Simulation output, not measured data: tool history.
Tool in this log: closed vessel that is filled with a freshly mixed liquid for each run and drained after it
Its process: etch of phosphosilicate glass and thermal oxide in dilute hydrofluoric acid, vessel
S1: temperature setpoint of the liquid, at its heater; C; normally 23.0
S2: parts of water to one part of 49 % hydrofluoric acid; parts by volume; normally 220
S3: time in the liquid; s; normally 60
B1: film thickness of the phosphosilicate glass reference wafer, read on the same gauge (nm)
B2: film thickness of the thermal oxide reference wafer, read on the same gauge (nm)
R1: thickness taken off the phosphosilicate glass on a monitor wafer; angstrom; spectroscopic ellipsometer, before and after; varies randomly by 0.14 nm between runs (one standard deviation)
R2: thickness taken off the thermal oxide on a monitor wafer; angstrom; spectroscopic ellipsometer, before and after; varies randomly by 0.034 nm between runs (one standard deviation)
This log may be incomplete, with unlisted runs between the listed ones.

run    hour    S1   S2  S3     B1      B2     R1     R2
  1     0.0  23.0  255  60  40.00  59.974  213.9   9.67
  2    36.6  23.0  255  60  40.00  60.018  213.6   8.85
  3    69.7  23.0  220  60  39.98  60.020  256.7  11.31
       98.7  -- thermometer replaced
  4   105.3  23.0  220  60  40.02  60.018  255.5  11.36
  5   136.4  23.0  220  60  39.99  60.011  258.1  11.54
  6   192.6  28.0  170  35  39.98  60.025  246.0  10.57
  7   276.4  23.0  220  40  40.00  60.000  173.0   7.68
  8   315.1  26.0  220  60  40.01  60.008  286.0  12.34
  9   359.3  23.0  220  60  40.02  60.003  256.8  11.42
 10   521.9  27.0  130  70  40.00  59.987  647.0  29.14
 11   575.5  23.0  315  80  40.01  60.004  216.1   9.46
 12   646.2  23.0  220  60  40.01  59.966  256.1  11.33
 13   704.4  23.0  220  60  40.01  60.026  258.7  11.36
 14   753.9  23.0  175  50  40.01  60.026  283.0  12.29
      758.3  -- gauge calibrated
 15   808.9  27.0  180  40  40.02  60.041  253.8  12.02
 16   877.0  27.0  250  30  40.02  60.016  125.8   5.38
 17   940.1  23.0  220  60  40.01  60.015  260.2  11.14
      957.5  -- hydrofluoric acid flow meter replaced
 18   994.4  27.0  220  30  40.02  60.011  148.3   7.01
 19  1021.1  23.0  220  45  40.00  59.984  191.5   8.42
 20  1071.7  18.0  145  75  40.02  59.988  428.6  18.60
 21  1141.0  23.0  160  60  40.00  60.001  377.0  16.58
 22  1180.9  24.5  170  30  40.01  59.998  186.5   8.02
 23  1240.0  23.0  160  60  39.99  59.986  377.8  16.73
 24  1288.9  25.5  220  60  40.01  60.019  282.2  13.08
 25  1340.9  26.5  180  60  40.00  60.020  372.4  16.64
 26  1392.4  21.5  115  60  39.99  60.008  517.9  22.65
 27  1444.9  26.5  250  60  39.99  60.011  246.5  11.25

What if the next run were any one of these 3? Each begins from the tool's condition after run 27:
  A  1445.6  23.0  220  95   ?   ?   ?   ?
  B  1445.6  23.0  290  60   ?   ?   ?   ?
  C  1445.6  18.5  220  60   ?   ?   ?   ?

run     B1      B2     R1     R2
  A  40.00  59.999  409.4  18.15
  B  40.00  59.999  183.0   8.11
  C  40.00  59.999  218.1   9.67
Without the tool's unlogged condition, the same runs would have read:
run     R1     R2
  A  409.4  18.15
  B  183.0   8.11
  C  218.1   9.67
